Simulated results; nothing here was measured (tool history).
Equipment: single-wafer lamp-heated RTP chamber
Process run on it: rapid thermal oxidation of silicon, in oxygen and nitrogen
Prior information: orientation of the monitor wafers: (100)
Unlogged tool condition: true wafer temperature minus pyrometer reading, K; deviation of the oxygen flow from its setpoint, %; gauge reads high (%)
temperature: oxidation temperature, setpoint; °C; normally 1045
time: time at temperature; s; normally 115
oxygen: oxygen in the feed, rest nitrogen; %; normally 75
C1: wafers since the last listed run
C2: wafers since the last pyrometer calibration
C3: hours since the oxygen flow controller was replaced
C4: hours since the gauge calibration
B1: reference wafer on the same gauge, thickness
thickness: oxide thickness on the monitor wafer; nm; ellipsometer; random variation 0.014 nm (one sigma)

run 1 hour=0 | temperature=1045 time=115 oxygen=81 | C1=0 C2=4744 C3=547 C4=536.4 | B1=7.545 | thickness=9.846
run 2 hour=98 | temperature=1045 time=139 oxygen=87 | C1=830 C2=5574 C3=645 C4=634.4 | B1=7.549 | thickness=11.029
run 3 hour=140.6 | temperature=1045 time=115 oxygen=75 | C1=360 C2=5935 C3=687.6 C4=677 | B1=7.547 | thickness=9.611
run 4 hour=228.4 | temperature=1045 time=115 oxygen=75 | C1=743 C2=6679 C3=775.4 C4=764.8 | B1=7.551 | thickness=9.639
-- hour=289.6 pyrometer window cleaned and pyrometer calibrated
run 5 hour=290.1 | temperature=1045 time=115 oxygen=75 | C1=454 C2=3 C3=837.1 C4=826.5 | B1=7.553 | thickness=9.465
run 6 hour=392.2 | temperature=1068 time=77 oxygen=75 | C1=864 C2=868 C3=939.2 C4=928.6 | B1=7.553 | thickness=9.239
run 7 hour=496 | temperature=1068 time=77 oxygen=75 | C1=879 C2=1748 C3=1043 C4=1032.4 | B1=7.55 | thickness=9.273
run 8 hour=543.2 | temperature=1056 time=115 oxygen=75 | C1=399 C2=2147 C3=1090.2 C4=1079.6 | B1=7.55 | thickness=10.273
run 9 hour=616.9 | temperature=1056 time=115 oxygen=75 | C1=624 C2=2772 C3=1163.9 C4=1153.3 | B1=7.547 | thickness=10.316
run 10 hour=680.4 | temperature=1056 time=115 oxygen=75 | C1=537 C2=3310 C3=1227.4 C4=1216.8 | B1=7.547 | thickness=10.305
run 11 hour=722.4 | temperature=1045 time=115 oxygen=75 | C1=355 C2=3665 C3=1269.4 C4=1258.8 | B1=7.553 | thickness=9.569
run 12 hour=808.3 | temperature=1045 time=115 oxygen=75 | C1=727 C2=4393 C3=1355.3 C4=1344.7 | B1=7.551 | thickness=9.597
run 13 hour=915.8 | temperature=1045 time=115 oxygen=75 | C1=910 C2=5304 C3=1462.8 C4=1452.2 | B1=7.551 | thickness=9.628
run 14 hour=990.6 | temperature=1045 time=115 oxygen=75 | C1=633 C2=5937 C3=1537.6 C4=1527 | B1=7.546 | thickness=9.612
run 15 hour=1082.4 | temperature=1045 time=115 oxygen=75 | C1=777 C2=6715 C3=1629.4 C4=1618.8 | B1=7.548 | thickness=9.649
run 16 hour=1126.7 | temperature=1045 time=115 oxygen=75 | C1=375 C2=7090 C3=1673.7 C4=1663.1 | B1=7.55 | thickness=9.652
-- hour=1217.4 pyrometer window cleaned and pyrometer calibrated
run 17 hour=1230 | temperature=1075 time=85 oxygen=85 | C1=807 C2=107 C3=1777 C4=1766.4 | B1=7.55 | thickness=10.559
run 18 hour=1299.3 | temperature=1045 time=135 oxygen=75 | C1=587 C2=694 C3=1846.3 C4=1835.7 | B1=7.548 | thickness=10.248
run 19 hour=1336.9 | temperature=1045 time=115 oxygen=91 | C1=318 C2=1012 C3=1883.9 C4=1873.3 | B1=7.552 | thickness=10.144
run 20 hour=1414 | temperature=1036 time=85 oxygen=60 | C1=653 C2=1665 C3=1961 C4=1950.4 | B1=7.551 | thickness=7.203
run 21 hour=1510 | temperature=1045 time=72 oxygen=75 | C1=813 C2=2478 C3=2057 C4=2046.4 | B1=7.549 | thickness=7.718
run 22 hour=1575.5 | temperature=1032 time=152 oxygen=94 | C1=554 C2=3033 C3=2122.5 C4=2111.9 | B1=7.556 | thickness=10.722
run 23 hour=1647 | temperature=1019 time=138 oxygen=92 | C1=605 C2=3639 C3=2194 C4=2183.4 | B1=7.549 | thickness=9.272
run 24 hour=1737.4 | temperature=1032 time=85 oxygen=86 | C1=765 C2=4405 C3=2284.4 C4=2273.8 | B1=7.551 | thickness=7.973
-- hour=1799 oxygen flow controller replaced
run 25 hour=1826.7 | temperature=1045 time=115 oxygen=75 | C1=688 C2=5093 C3=27.7 C4=2363.1 | B1=7.55 | thickness=9.531
run 26 hour=1887.9 | temperature=1023 time=115 oxygen=61 | C1=518 C2=5612 C3=88.9 C4=2424.3 | B1=7.548 | thickness=7.594
run 27 hour=1940.3 | temperature=1045 time=76 oxygen=75 | C1=443 C2=6056 C3=141.3 C4=2476.7 | B1=7.552 | thickness=7.931
run 28 hour=1983.6 | temperature=1053 time=115 oxygen=85 | C1=366 C2=6423 C3=184.6 C4=2520 | B1=7.551 | thickness=10.569
-- hour=2018.9 pyrometer window cleaned and pyrometer calibrated
run 29 hour=2053.3 | temperature=1031 time=115 oxygen=95 | C1=522 C2=291 C3=254.3 C4=2589.7 | B1=7.55 | thickness=9.326
run 30 hour=2124.8 | temperature=1061 time=115 oxygen=75 | C1=605 C2=896 C3=325.8 C4=2661.2 | B1=7.545 | thickness=10.557
-- hour=2137.5 gauge calibrated
run 31 hour=2212.8 | temperature=1021 time=115 oxygen=64 | C1=745 C2=1642 C3=413.8 C4=75.3 | B1=7.55 | thickness=7.564
run 32 hour=2295 | temperature=1045 time=115 oxygen=81 | C1=696 C2=2338 C3=496 C4=157.5 | B1=7.549 | thickness=9.759
run 33 hour=2378 | temperature=1026 time=96 oxygen=75 | C1=703 C2=3041 C3=579 C4=240.5 | B1=7.55 | thickness=7.664
run 34 hour=2588.9 | temperature=1072 time=74 oxygen=94 | C1=1786 C2=4828 C3=789.9 C4=451.4 | B1=7.548 | thickness=10.186
run 35 hour=2636.4 | temperature=1045 time=115 oxygen=75 | C1=402 C2=5230 C3=837.4 C4=498.9 | B1=7.549 | thickness=9.584
-- hour=2784 pyrometer window cleaned and pyrometer calibrated
run 36 hour=2818 | temperature=1068 time=63 oxygen=49 | C1=1470 C2=287 C3=1019 C4=680.5 | B1=7.551 | thickness=7.261
run 37 hour=2867.1 | temperature=1045 time=115 oxygen=75 | C1=415 C2=703 C3=1068.1 C4=729.6 | B1=7.552 | thickness=9.461
run 38 hour=2931.6 | temperature=1016 time=94 oxygen=89 | C1=546 C2=1249 C3=1132.6 C4=794.1 | B1=7.547 | thickness=7.458

What the log doesn't show, run by run:
gauge reads high (%): 0 at every run
H1: true wafer temperature minus pyrometer reading, K
H2: deviation of the oxygen flow from its setpoint, %
run=1 H1=2.01 H2=6.07
run=2 H1=2.31 H2=6.56
run=3 H1=2.44 H2=6.75
run=4 H1=2.71 H2=7.12
run=5 H1=0.202 H2=7.36
run=6 H1=0.517 H2=7.71
run=7 H1=0.837 H2=8.03
run=8 H1=0.982 H2=8.16
run=9 H1=1.21 H2=8.35
run=10 H1=1.41 H2=8.5
run=11 H1=1.53 H2=8.6
run=12 H1=1.8 H2=8.77
run=13 H1=2.13 H2=8.97
run=14 H1=2.36 H2=9.09
run=15 H1=2.64 H2=9.23
run=16 H1=2.78 H2=9.29
run=17 H1=0.101 H2=9.41
run=18 H1=0.314 H2=9.49
run=19 H1=0.43 H2=9.53
run=20 H1=0.668 H2=9.6
run=21 H1=0.964 H2=9.69
run=22 H1=1.17 H2=9.74
run=23 H1=1.39 H2=9.79
run=24 H1=1.66 H2=9.85
run=25 H1=1.94 H2=-0.261
run=26 H1=2.13 H2=0.331
run=27 H1=2.29 H2=0.804
run=28 H1=2.42 H2=1.17
run=29 H1=0.447 H2=1.72
run=30 H1=0.668 H2=2.24
run=31 H1=0.939 H2=2.82
run=32 H1=1.19 H2=3.31
run=33 H1=1.45 H2=3.76
run=34 H1=2.1 H2=4.7
run=35 H1=2.24 H2=4.88
run=36 H1=0.185 H2=5.48
run=37 H1=0.336 H2=5.62
run=38 H1=0.535 H2=5.8
